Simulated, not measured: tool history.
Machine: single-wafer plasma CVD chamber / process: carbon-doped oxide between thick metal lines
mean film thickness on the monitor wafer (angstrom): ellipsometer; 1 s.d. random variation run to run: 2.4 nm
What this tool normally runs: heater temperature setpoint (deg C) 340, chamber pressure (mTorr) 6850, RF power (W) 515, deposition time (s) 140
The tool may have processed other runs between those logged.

run,hour,heater temperature setpoint (deg C),chamber pressure (mTorr),RF power (W),deposition time (s),wafers since the last listed run,hours since the last thermocouple change,hours since the last RF generator calibration,hours since the last manometer calibration,hours since the showerhead was replaced,hours since the gauge calibration,"read-back reference wafer on the same gauge, thickness_nm",mean film thickness on the monitor wafer (angstrom)
1,0.0,340,6850,515,140,0,985.6,651.7,719.1,6273.5,1704.3,924.786,8254.51
2,72.0,340,6850,515,140,709,1057.6,723.7,791.1,6345.5,1776.3,924.421,8226.17
# hour 147.4: capacitance manometer re-zeroed and calibrated
3,391.5,340,6850,515,140,3067,1377.1,1043.2,244.1,6665.0,2095.8,924.421,8145.39
4,456.6,340,6850,515,140,641,1442.2,1108.3,309.2,6730.1,2160.9,922.770,8110.04
5,553.0,340,6850,470,162,949,1538.6,1204.7,405.6,6826.5,2257.3,924.838,8545.49
6,728.9,340,6850,470,162,1732,1714.5,1380.6,581.5,7002.4,2433.2,924.386,8425.56
# hour 763.4: gauge calibrated
# hour 790.0: thermocouple changed; heater temperature recalibrated
7,820.4,340,6850,470,162,822,30.4,1472.1,673.0,7093.9,57.0,923.622,8515.32
8,895.1,340,6850,515,140,735,105.1,1546.8,747.7,7168.6,131.7,923.893,8113.41
9,932.3,340,6850,515,140,366,142.3,1584.0,784.9,7205.8,168.9,923.903,8080.46
10,983.2,343,6850,515,152,501,193.2,1634.9,835.8,7256.7,219.8,923.289,8683.50
11,1056.8,340,6850,585,140,724,266.8,1708.5,909.4,7330.3,293.4,923.930,9056.23
# hour 1111.4: capacitance manometer re-zeroed and calibrated
12,1125.7,340,6080,425,113,599,335.7,1777.4,14.3,7399.2,362.3,923.569,5105.18
13,1171.5,329,6850,425,140,451,381.5,1823.2,60.1,7445.0,408.1,924.542,6564.05
# hour 1218.0: RF generator calibrated
14,1239.7,340,6850,515,140,592,449.7,21.7,128.3,7513.2,476.3,923.575,8278.20
15,1304.0,340,7600,465,116,633,514.0,86.0,192.6,7577.5,540.6,924.319,6232.10
# hour 1398.1: showerhead replaced
16,1398.6,340,6850,515,140,852,608.6,180.6,287.2,0.5,635.2,923.851,8377.31
17,1465.1,340,5390,515,140,654,675.1,247.1,353.7,67.0,701.7,924.086,8108.85
18,1566.1,340,6850,515,140,994,776.1,348.1,454.7,168.0,802.7,923.714,8320.24
19,1616.6,340,6850,515,140,497,826.6,398.6,505.2,218.5,853.2,923.778,8319.10
20,1683.2,353,5710,425,162,655,893.2,465.2,571.8,285.1,919.8,924.236,7352.86
21,1756.1,345,8070,515,162,717,966.1,538.1,644.7,358.0,992.7,924.314,9564.49
22,1806.9,340,5760,515,125,500,1016.9,588.9,695.5,408.8,1043.5,924.182,7242.28
23,1876.5,332,7380,515,140,685,1086.5,658.5,765.1,478.4,1113.1,924.407,8432.89

Predict each of these 5 candidate next runs independently; none follows another, all start after run 23:
A,1876.9,340,6850,515,127,3,1086.9,658.9,765.5,478.8,1113.5,?,?
B,1876.9,345,6850,515,125,3,1086.9,658.9,765.5,478.8,1113.5,?,?
C,1876.9,329,5570,515,154,3,1086.9,658.9,765.5,478.8,1113.5,?,?
D,1876.9,332,6850,600,140,3,1086.9,658.9,765.5,478.8,1113.5,?,?
E,1876.9,350,6850,580,140,3,1086.9,658.9,765.5,478.8,1113.5,?,?

run,"read-back reference wafer on the same gauge, thickness_nm",mean film thickness on the monitor wafer (angstrom)
A,924.288,7488.67
B,924.288,7282.62
C,924.288,9142.37
D,924.288,9652.45
E,924.288,8972.45
The same runs, with their run-to-run variation unchanged, on a tool lacking any hidden condition would have given:
run,mean film thickness on the monitor wafer (angstrom)
A,7606.21
B,7395.83
C,9296.30
D,9812.36
E,9104.58
